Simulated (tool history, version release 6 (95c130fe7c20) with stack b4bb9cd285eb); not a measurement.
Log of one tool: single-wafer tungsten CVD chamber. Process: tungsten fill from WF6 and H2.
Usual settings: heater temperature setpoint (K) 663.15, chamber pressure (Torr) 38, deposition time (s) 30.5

run	hour	heater temperature setpoint (K)	chamber pressure (Torr)	deposition time (s)	wafers since the last listed run	hours since the last thermocouple change	hours since the last manometer calibration	hours since the showerhead was replaced	hours since the gauge calibration	read-back reference wafer on the same gauge, thickness_nm	mean film thickness on the monitor wafer (nm)
1	0	663.15	38	30.5	0	3097	1330.4	2897.9	148.5	91.433	95.74
2	31.2	663.15	38	30.5	864	3128.2	1361.6	2929.1	179.7	91.521	95.728
3	56.3	663.15	38	30.5	695	3153.3	1386.7	2954.2	204.8	91.409	95.725
4	68.6	663.15	38	30.5	340	3165.6	1399	2966.5	217.1	91.38	95.31
5	95.2	663.15	38	30.5	737	3192.2	1425.6	2993.1	243.7	91.32	95.164
6	170	663.15	38	30.5	2072	3267	1500.4	3067.9	318.5	91.375	96.289
7	205.6	663.15	38	30.5	986	3302.6	1536	3103.5	354.1	91.414	95.452
8	220.9	663.15	38	30.5	423	3317.9	1551.3	3118.8	369.4	91.301	95.359
9	248	663.15	38	30.5	750	3345	1578.4	3145.9	396.5	91.505	95.762
# hour 264.8: showerhead replaced
# hour 287.2: capacitance manometer re-zeroed and calibrated
10	287.7	663.15	38	30.5	656	3384.7	0.5	22.9	436.2	91.424	96.532
11	312.4	663.15	38	30.5	684	3409.4	25.2	47.6	460.9	91.581	96.471
# hour 326.1: thermocouple changed; heater temperature recalibrated
# hour 331.3: gauge calibrated
12	345.9	663.15	45.8	28.5	706	19.8	58.7	81.1	14.6	91.365	89.135
13	378.2	663.15	42.2	30.5	895	52.1	91	113.4	46.9	91.443	91.882
14	399.5	651.15	38	34.2	590	73.4	112.3	134.7	68.2	91.428	80.003
15	432.3	673.15	38	30.5	908	106.2	145.1	167.5	101	91.424	104.495
16	488.1	663.15	38	30.5	1546	162	200.9	223.3	156.8	91.34	88.539
17	523.9	663.15	38	30.5	991	197.8	236.7	259.1	192.6	91.447	88.697
18	549.8	648.15	42.6	36.3	717	223.7	262.6	285	218.5	91.298	86.652

The next listed run, before its measurement:
19	573.2	673.15	30.8	35	648	247.1	286	308.4	241.9	?	?

Run 19 gave read-back reference wafer on the same gauge, thickness_nm 91.298, mean film thickness on the monitor wafer (nm) 109.443.
Without the tool's hidden state the same run would have given mean film thickness on the monitor wafer (nm) 106.051.

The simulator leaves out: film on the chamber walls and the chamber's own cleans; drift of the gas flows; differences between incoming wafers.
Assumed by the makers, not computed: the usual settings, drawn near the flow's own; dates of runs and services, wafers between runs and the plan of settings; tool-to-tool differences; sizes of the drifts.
